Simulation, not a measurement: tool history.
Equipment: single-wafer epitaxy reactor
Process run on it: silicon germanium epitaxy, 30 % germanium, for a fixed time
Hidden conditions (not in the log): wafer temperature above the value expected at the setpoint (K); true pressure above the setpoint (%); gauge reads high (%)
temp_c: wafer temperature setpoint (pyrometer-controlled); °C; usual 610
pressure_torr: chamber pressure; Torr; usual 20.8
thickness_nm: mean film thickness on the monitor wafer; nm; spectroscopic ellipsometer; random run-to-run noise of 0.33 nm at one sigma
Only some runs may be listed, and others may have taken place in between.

run     day  temp_c  pressure_torr  wafers since the last listed run  hours since the last pyrometer calibration  hours since the last manometer calibration  hours since the showerhead was replaced  hours since the gauge calibration  read-back reference wafer on the same gauge, thickness_nm  thickness_nm
  1   0.000     610           20.8                                 0                                      1709.7                                      1125.4                                   3646.9                              321.8                                                     56.119        67.880
  2   1.575     610           20.8                               745                                      1747.5                                      1163.2                                   3684.7                              359.6                                                     56.234        67.349
  3   3.812     619           20.8                              1059                                      1801.2                                      1216.9                                   3738.4                              413.3                                                     56.095        78.413
  4   5.333     619           20.8                               719                                      1837.7                                      1253.4                                   3774.9                              449.8                                                     56.122        77.087
  5   9.279     610           20.8                              1867                                      1932.4                                      1348.1                                   3869.6                              544.5                                                     56.278        67.564
  6  11.129     610           20.8                               875                                      1976.8                                      1392.5                                   3914.0                              588.9                                                     56.069        68.100
  7  14.079     610           23.8                              1396                                      2047.6                                      1463.3                                   3984.8                              659.7                                                     56.267        71.079
  8  15.900     610           20.8                               861                                      2091.3                                      1507.0                                   4028.5                              703.4                                                     56.149        68.614
  9  18.821     610           20.8                              1382                                      2161.4                                      1577.1                                   4098.6                              773.5                                                     56.227        68.446
     20.708  -- capacitance manometer re-zeroed and calibrated
 10  23.021     618           20.8                              1830                                      2262.2                                        55.5                                   4199.4                              874.3                                                     56.177        77.664
 11  25.688     610           23.1                              1262                                      2326.2                                       119.5                                   4263.4                              938.3                                                     56.236        70.638
 12  28.238     610           23.1                              1207                                      2387.4                                       180.7                                   4324.6                              999.5                                                     56.258        70.565
 13  30.533     614           20.8                              1086                                      2442.5                                       235.8                                   4379.7                             1054.6                                                     56.244        72.572
 14  35.029     603           20.8                              2128                                      2550.4                                       343.7                                   4487.6                             1162.5                                                     56.269        61.406
     36.279  -- showerhead replaced, of another model than before
 15  37.129     610           20.8                               836                                      2600.8                                       394.1                                     20.4                             1212.9                                                     56.239        69.056
 16  39.038     597           17.1                               903                                      2646.6                                       439.9                                     66.2                             1258.7                                                     56.129        54.461
     41.004  -- gauge calibrated
 17  41.179     610           20.8                              1013                                      2698.0                                       491.3                                    117.6                                4.2                                                     56.310        68.622
 18  44.579     617           20.8                              1609                                      2779.6                                       572.9                                    199.2                               85.8                                                     56.150        76.414
     45.671  -- pyrometer calibrated
 19  48.150     600           20.8                              1532                                        59.5                                       658.6                                    284.9                              171.5                                                     56.118        56.169
 20  52.133     601           17.9                              1885                                       155.1                                       754.2                                    380.5                              267.1                                                     56.276        55.994
 21  54.421     596           20.8                              1082                                       210.0                                       809.1                                    435.4                              322.0                                                     56.245        53.204
 22  59.446     610           20.8                              2378                                       330.6                                       929.7                                    556.0                              442.6                                                     56.231        66.728
 23  61.225     610           24.2                               842                                       373.3                                       972.4                                    598.7                              485.3                                                     56.311        68.172
 24  62.942     610           17.3                               812                                       414.5                                      1013.6                                    639.9                              526.5                                                     56.206        64.802
 25  65.742     610           20.8                              1325                                       481.7                                      1080.8                                    707.1                              593.7                                                     56.345        65.589
 26  68.683     610           24.2                              1392                                       552.3                                      1151.4                                    777.7                              664.3                                                     56.272        67.969
 27  71.708     618           20.8                              1431                                       624.9                                      1224.0                                    850.3                              736.9                                                     56.094        75.200
 28  74.542     624           15.9                              1341                                       692.9                                      1292.0                                    918.3                              804.9                                                     56.181        79.512
 29  76.758     610           20.8                              1049                                       746.1                                      1345.2                                    971.5                              858.1                                                     56.318        66.574
 30  78.700     615           17.9                               919                                       792.7                                      1391.8                                   1018.1                              904.7                                                     56.251        70.456
 31  81.946     601           20.8                              1536                                       870.6                                      1469.7                                   1096.0                              982.6                                                     56.220        58.447
 32  84.521     605           23.5                              1218                                       932.4                                      1531.5                                   1157.8                             1044.4                                                     56.220        62.680
 33  86.333     610           16.5                               857                                       975.9                                      1575.0                                   1201.3                             1087.9                                                     56.316        64.920
     86.904  -- capacitance manometer re-zeroed and calibrated
 34  88.400     615           25.6                               820                                      1025.5                                        35.9                                   1250.9                             1137.5                                                     56.242        74.947
 35  91.617     606           16.3                              1522                                      1102.7                                       113.1                                   1328.1                             1214.7                                                     56.370        61.098

Consider 4 possible next runs. They are alternatives, not a sequence: every one starts from the tool as it was left by run 35. What does each give?
  A  91.633     610           22.4                                 7                                      1103.1                                       113.5                                   1328.5                             1215.1                                                          ?             ?
  B  91.633     610           17.6                                 7                                      1103.1                                       113.5                                   1328.5                             1215.1                                                          ?             ?
  C  91.633     597           20.8                                 7                                      1103.1                                       113.5                                   1328.5                             1215.1                                                          ?             ?
  D  91.633     623           24.4                                 7                                      1103.1                                       113.5                                   1328.5                             1215.1                                                          ?             ?

run  read-back reference wafer on the same gauge, thickness_nm  thickness_nm
  A                                                     56.084        67.402
  B                                                     56.084        65.015
  C                                                     56.084        54.187
  D                                                     56.084        83.603
Stripped of hidden state, with their random variation kept, the same runs would have yielded:
run  thickness_nm
  A        66.471
  B        64.117
  C        53.419
  D        82.478
